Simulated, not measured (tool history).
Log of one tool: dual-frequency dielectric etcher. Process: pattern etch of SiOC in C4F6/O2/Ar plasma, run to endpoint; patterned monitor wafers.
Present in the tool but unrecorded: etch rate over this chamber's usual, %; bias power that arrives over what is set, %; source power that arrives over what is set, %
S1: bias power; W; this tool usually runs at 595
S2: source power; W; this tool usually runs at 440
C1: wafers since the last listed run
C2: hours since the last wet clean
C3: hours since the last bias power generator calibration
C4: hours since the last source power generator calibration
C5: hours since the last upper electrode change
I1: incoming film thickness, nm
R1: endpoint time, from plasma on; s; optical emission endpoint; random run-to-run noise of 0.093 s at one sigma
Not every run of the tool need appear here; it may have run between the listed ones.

Run 1, hour 0: usual settings; C1 0; C2 184; C3 1850.4; C4 1160.3; C5 3814.4; I1 48.36. Result: R1 14.8 s.
Run 2, hour 61.1: usual settings but S1 512 W; C1 939; C2 245.1; C3 1911.5; C4 1221.4; C5 3875.5; I1 48.59. Result: R1 16 s.
Run 3, hour 87.2: usual settings; C1 401; C2 271.2; C3 1937.6; C4 1247.5; C5 3901.6; I1 48.48. Result: R1 14.8 s.
Run 4, hour 116.8: usual settings but S1 518 W; C1 455; C2 300.8; C3 1967.2; C4 1277.1; C5 3931.2; I1 48.46. Result: R1 15.9 s.
Run 5, hour 162.1: usual settings but S1 518 W; C1 696; C2 346.1; C3 2012.5; C4 1322.4; C5 3976.5; I1 48.41. Result: R1 15.8 s.
Run 6, hour 222.1: usual settings; C1 922; C2 406.1; C3 2072.5; C4 1382.4; C5 4036.5; I1 48.45. Result: R1 15 s.
Run 7, hour 290.3: usual settings; C1 1048; C2 474.3; C3 2140.7; C4 1450.6; C5 4104.7; I1 48.45. Result: R1 14.9 s.
Run 8, hour 316.1: usual settings; C1 396; C2 500.1; C3 2166.5; C4 1476.4; C5 4130.5; I1 48.86. Result: R1 15.2 s.
Run 9, hour 354.6: usual settings but S1 542 W, S2 390 W; C1 592; C2 538.6; C3 2205; C4 1514.9; C5 4169; I1 48.57. Result: R1 16.7 s.
Run 10, hour 392.4: usual settings; C1 581; C2 576.4; C3 2242.8; C4 1552.7; C5 4206.8; I1 48.47. Result: R1 15.1 s.
At hour 426.9: wet clean of the chamber.
Run 11, hour 443.3: usual settings but S2 500 W; C1 413; C2 16.4; C3 2293.7; C4 1603.6; C5 4257.7; I1 48.59. Result: R1 13.9 s.
Run 12, hour 505.9: usual settings but S2 500 W; C1 962; C2 79; C3 2356.3; C4 1666.2; C5 4320.3; I1 48.12. Result: R1 13.7 s.
At hour 551.3: bias power generator calibrated.
At hour 559.9: upper electrode replaced.
Run 13, hour 668.6: usual settings but S2 500 W; C1 2308; C2 241.7; C3 117.3; C4 1828.9; C5 108.7; I1 48.39. Result: R1 14.1 s.
Run 14, hour 696.2: usual settings but S1 648 W; C1 424; C2 269.3; C3 144.9; C4 1856.5; C5 136.3; I1 48.85. Result: R1 14.2 s.
Run 15, hour 738.2: usual settings but S1 648 W; C1 645; C2 311.3; C3 186.9; C4 1898.5; C5 178.3; I1 48.07. Result: R1 14.3 s.
Run 16, hour 768.6: usual settings but S1 513 W, S2 540 W; C1 467; C2 341.7; C3 217.3; C4 1928.9; C5 208.7; I1 48.33. Result: R1 14.7 s.
Run 17, hour 808.3: usual settings but S2 500 W; C1 610; C2 381.4; C3 257; C4 1968.6; C5 248.4; I1 48.45. Result: R1 14.1 s.
Run 18, hour 862.7: usual settings but S1 509 W, S2 470 W; C1 836; C2 435.8; C3 311.4; C4 2023; C5 302.8; I1 48.61. Result: R1 15.8 s.
Run 19, hour 901.4: usual settings but S1 537 W; C1 595; C2 474.5; C3 350.1; C4 2061.7; C5 341.5; I1 48.25. Result: R1 15.7 s.
Run 20, hour 925.6: usual settings but S1 510 W, S2 380 W; C1 372; C2 498.7; C3 374.3; C4 2085.9; C5 365.7; I1 48.46. Result: R1 17.5 s.
At hour 1026.8: wet clean of the chamber.
Run 21, hour 1135.8: usual settings but S1 633 W; C1 2863; C2 109; C3 584.5; C4 2296.1; C5 575.9; I1 48.59. Result: R1 14.2 s.
Run 22, hour 1168.3: usual settings but S1 554 W; C1 499; C2 141.5; C3 617; C4 2328.6; C5 608.4; I1 48.48. Result: R1 15.4 s.
Run 23, hour 1209.8: usual settings but S1 679 W; C1 638; C2 183; C3 658.5; C4 2370.1; C5 649.9; I1 48.68. Result: R1 13.9 s.
At hour 1262.2: source power generator calibrated.
Run 24, hour 1262.7: usual settings but S1 551 W, S2 340 W; C1 752; C2 235.9; C3 711.4; C4 0.5; C5 702.8; I1 48.45. Result: R1 17.5 s.
Run 25, hour 1311.1: usual settings but S1 709 W, S2 500 W; C1 744; C2 284.3; C3 759.8; C4 48.9; C5 751.2; I1 48.44. Result: R1 12.6 s.
Run 26, hour 1341.3: usual settings; C1 464; C2 314.5; C3 790; C4 79.1; C5 781.4; I1 48.5. Result: R1 14.8 s.
Run 27, hour 1370: usual settings but S1 735 W, S2 540 W; C1 441; C2 343.2; C3 818.7; C4 107.8; C5 810.1; I1 48.86. Result: R1 12.4 s.
Run 28, hour 1440.7: usual settings but S1 693 W, S2 380 W; C1 1087; C2 413.9; C3 889.4; C4 178.5; C5 880.8; I1 48.34. Result: R1 14.8 s.
Run 29, hour 1509.7: usual settings; C1 1061; C2 482.9; C3 958.4; C4 247.5; C5 949.8; I1 48.37. Result: R1 15 s.
Run 30, hour 1574: usual settings but S1 510 W; C1 988; C2 547.2; C3 1022.7; C4 311.8; C5 1014.1; I1 48.88. Result: R1 16.4 s.
Run 31, hour 1616.4: usual settings but S1 726 W, S2 510 W; C1 652; C2 589.6; C3 1065.1; C4 354.2; C5 1056.5; I1 48.63. Result: R1 12.8 s.

Entry by entry between the runs, the difference in hidden state between the last listed run before and the first listed run after:
After run 10, before run 11: wet clean of the chamber (hour 426.9)
  etch rate over this chamber's usual, %: -3.27 -> -0.0313
  measured value less the no-hidden-state value, R1: +0.5 -> +0 s
After run 12, before run 13: bias power generator calibrated (hour 551.3); upper electrode replaced (hour 559.9)
  etch rate over this chamber's usual, %: -0.413 -> -1.41
  measured value less the no-hidden-state value, R1: +0.1 -> +0.2 s
After run 20, before run 21: wet clean of the chamber (hour 1026.8)
  etch rate over this chamber's usual, %: -2.97 -> -0.372
  measured value less the no-hidden-state value, R1: +0.5 -> +0.1 s
After run 23, before run 24: source power generator calibrated (hour 1262.2)
  etch rate over this chamber's usual, %: -0.824 -> -1.15
  measured value less the no-hidden-state value, R1: +0.2 -> +0.2 s
